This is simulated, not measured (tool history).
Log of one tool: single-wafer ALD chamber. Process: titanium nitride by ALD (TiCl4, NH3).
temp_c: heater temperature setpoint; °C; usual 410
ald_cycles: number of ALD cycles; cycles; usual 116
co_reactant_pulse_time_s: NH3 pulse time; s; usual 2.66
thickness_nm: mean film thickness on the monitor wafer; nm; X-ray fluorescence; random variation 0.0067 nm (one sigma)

run	hour	temp_c	ald_cycles	co_reactant_pulse_time_s	wafers since the last listed run	hours since the last thermocouple change	hours since the showerhead was replaced	hours since the gauge calibration	read-back reference wafer on the same gauge, thickness_nm	thickness_nm
1	0	410	116	2.66	0	344.1	6559.1	603.3	2.22	2.672
2	57.2	410	116	2.66	74	401.3	6616.3	660.5	2.221	2.67
3	83.8	410	116	2.66	34	427.9	6642.9	687.1	2.22	2.67
4	280.6	410	116	3.04	257	624.7	6839.7	883.9	2.221	2.683
5	326.6	410	116	3.03	60	670.7	6885.7	929.9	2.219	2.682
6	354.1	410	109	1.86	36	698.2	6913.2	957.4	2.22	2.458
7	423.1	410	109	1.86	90	767.2	6982.2	1026.4	2.22	2.441
8	472.1	410	109	1.86	64	816.2	7031.2	1075.4	2.219	2.433
9	504.1	410	116	2.04	41	848.2	7063.2	1107.4	2.219	2.62
# hour 527.3: thermocouple changed; heater temperature recalibrated
10	548.5	410	116	2.04	47	21.2	7107.6	1151.8	2.22	2.608
11	599	410	116	2.04	66	71.7	7158.1	1202.3	2.219	2.623
# hour 608.5: gauge calibrated
12	626.7	410	116	2.66	36	99.4	7185.8	18.2	2.22	2.67
13	685.4	410	116	2.66	76	158.1	7244.5	76.9	2.221	2.662
14	741.4	410	116	2.66	73	214.1	7300.5	132.9	2.22	2.666
# hour 854.2: showerhead replaced
15	946.1	397	125	2.21	257	418.8	91.9	337.6	2.221	2.821
16	1056.3	410	116	2.66	144	529	202.1	447.8	2.218	2.669
17	1119	419	116	3.6	82	591.7	264.8	510.5	2.221	2.699
18	1149.5	410	116	3.56	39	622.2	295.3	541	2.22	2.694
19	1197.2	418	133	2.66	62	669.9	343	588.7	2.221	3.071
20	1261	410	116	2.66	83	733.7	406.8	652.5	2.22	2.678
21	1296.2	410	134	1.9	46	768.9	442	687.7	2.22	3.014
22	1343.1	417	116	2.66	61	815.8	488.9	734.6	2.221	2.667
23	1381.3	424	108	2.23	50	854	527.1	772.8	2.219	2.473
# hour 1412.3: thermocouple changed; heater temperature recalibrated
24	1412.8	403	128	2.66	30	0.5	558.6	804.3	2.221	2.94
25	1479	410	116	2.33	86	66.7	624.8	870.5	2.221	2.644
26	1558.3	410	116	2.66	103	146	704.1	949.8	2.221	2.667
27	1614.4	402	96	1.74	73	202.1	760.2	1005.9	2.22	2.127
# hour 1615.7: gauge calibrated
28	1673.2	397	135	3.54	77	260.9	819	57.5	2.221	3.127

Forecast each of these 4 alternatives for the next run:
A	1673.9	410	116	2.66	0	261.6	819.7	58.2	?	?
B	1673.9	410	116	3.09	0	261.6	819.7	58.2	?	?
C	1673.9	416	94	2.66	0	261.6	819.7	58.2	?	?
D	1673.9	410	106	2.66	0	261.6	819.7	58.2	?	?

run	read-back reference wafer on the same gauge, thickness_nm	thickness_nm
A	2.22	2.666
B	2.22	2.684
C	2.22	2.163
D	2.22	2.436
Without the tool's hidden state the same runs would have given:
run	thickness_nm
A	2.666
B	2.684
C	2.163
D	2.436

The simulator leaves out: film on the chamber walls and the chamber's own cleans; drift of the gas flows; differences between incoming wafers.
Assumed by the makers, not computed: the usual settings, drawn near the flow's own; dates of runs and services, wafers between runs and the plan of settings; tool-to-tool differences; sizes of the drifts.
